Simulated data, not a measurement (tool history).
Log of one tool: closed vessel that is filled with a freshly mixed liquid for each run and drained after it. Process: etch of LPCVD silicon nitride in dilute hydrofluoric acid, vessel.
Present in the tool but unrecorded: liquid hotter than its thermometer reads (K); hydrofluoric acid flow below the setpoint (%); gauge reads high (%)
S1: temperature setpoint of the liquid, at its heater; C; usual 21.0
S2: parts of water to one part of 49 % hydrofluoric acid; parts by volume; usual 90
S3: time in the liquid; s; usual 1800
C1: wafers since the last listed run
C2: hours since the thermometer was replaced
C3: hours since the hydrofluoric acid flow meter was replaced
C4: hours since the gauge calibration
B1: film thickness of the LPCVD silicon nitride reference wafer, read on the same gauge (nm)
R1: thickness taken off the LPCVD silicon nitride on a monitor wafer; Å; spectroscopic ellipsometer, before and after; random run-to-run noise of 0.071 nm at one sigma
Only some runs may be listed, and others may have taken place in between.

run     day    S1   S2    S3    C1      C2      C3      C4     B1     R1
  1   0.000  21.0   60  1800     0  2270.2   944.3  1188.2  50.00  149.3
  2   1.400  21.0   60  1800  1149  2303.8   977.9  1221.8  50.04  148.1
  3   2.092  21.0   60  1800   567  2320.4   994.5  1238.4  50.01  147.7
  4   3.412  21.0   90  1800  1084  2352.1  1026.2  1270.1  50.02   99.1
  5   7.771  21.0   90  1800  3578  2456.7  1130.8  1374.7  50.00  100.6
  6   8.767  21.0   90  1800   817  2480.6  1154.7  1398.6  49.99   99.9
  7   9.696  21.0   90  1800   762  2502.9  1177.0  1420.9  50.00  100.0
      9.871  -- thermometer replaced
  8  10.833  21.0   90  1800   899    23.1  1204.3  1448.2  49.99   99.3
     11.712  -- gauge calibrated
  9  12.275  17.0  130  2740  1183    57.7  1238.9    13.5  50.00   81.5
 10  13.483  17.0   65  2445   992    86.7  1267.9    42.5  49.98  140.5
 11  14.729  25.0   70   790  1022   116.6  1297.8    72.4  49.99   72.6
 12  16.592  21.0   90  2325  1529   161.3  1342.5   117.1  49.99  130.3
 13  18.088  25.0  125  2230  1228   197.2  1378.4   153.0  49.99  116.2
 14  19.025  21.0   65  1035   769   219.7  1400.9   175.5  49.99   78.5
 15  23.442  17.0   65  2445  3626   325.7  1506.9   281.5  49.98  139.7
 16  24.171  21.0   90  1800   598   343.2  1524.4   299.0  50.01  100.6
 17  25.279  21.0   90  1800   910   369.8  1551.0   325.6  49.99  100.1
     26.204  -- hydrofluoric acid flow meter replaced
 18  26.717  21.0   90  1475  1146   404.3    12.3   360.1  49.98   82.9
 19  28.017  18.5   75  1140  1067   435.5    43.5   391.3  49.96   63.6

Run 20 comes next. What will it give?
 20  29.250  21.0  125  2635  1012  465.1  73.1  420.9   ?   ?

B1: 50.01
R1: 106.5 Å
Had the tool carried no hidden state, the very same run would have given R1 106.5 Å.

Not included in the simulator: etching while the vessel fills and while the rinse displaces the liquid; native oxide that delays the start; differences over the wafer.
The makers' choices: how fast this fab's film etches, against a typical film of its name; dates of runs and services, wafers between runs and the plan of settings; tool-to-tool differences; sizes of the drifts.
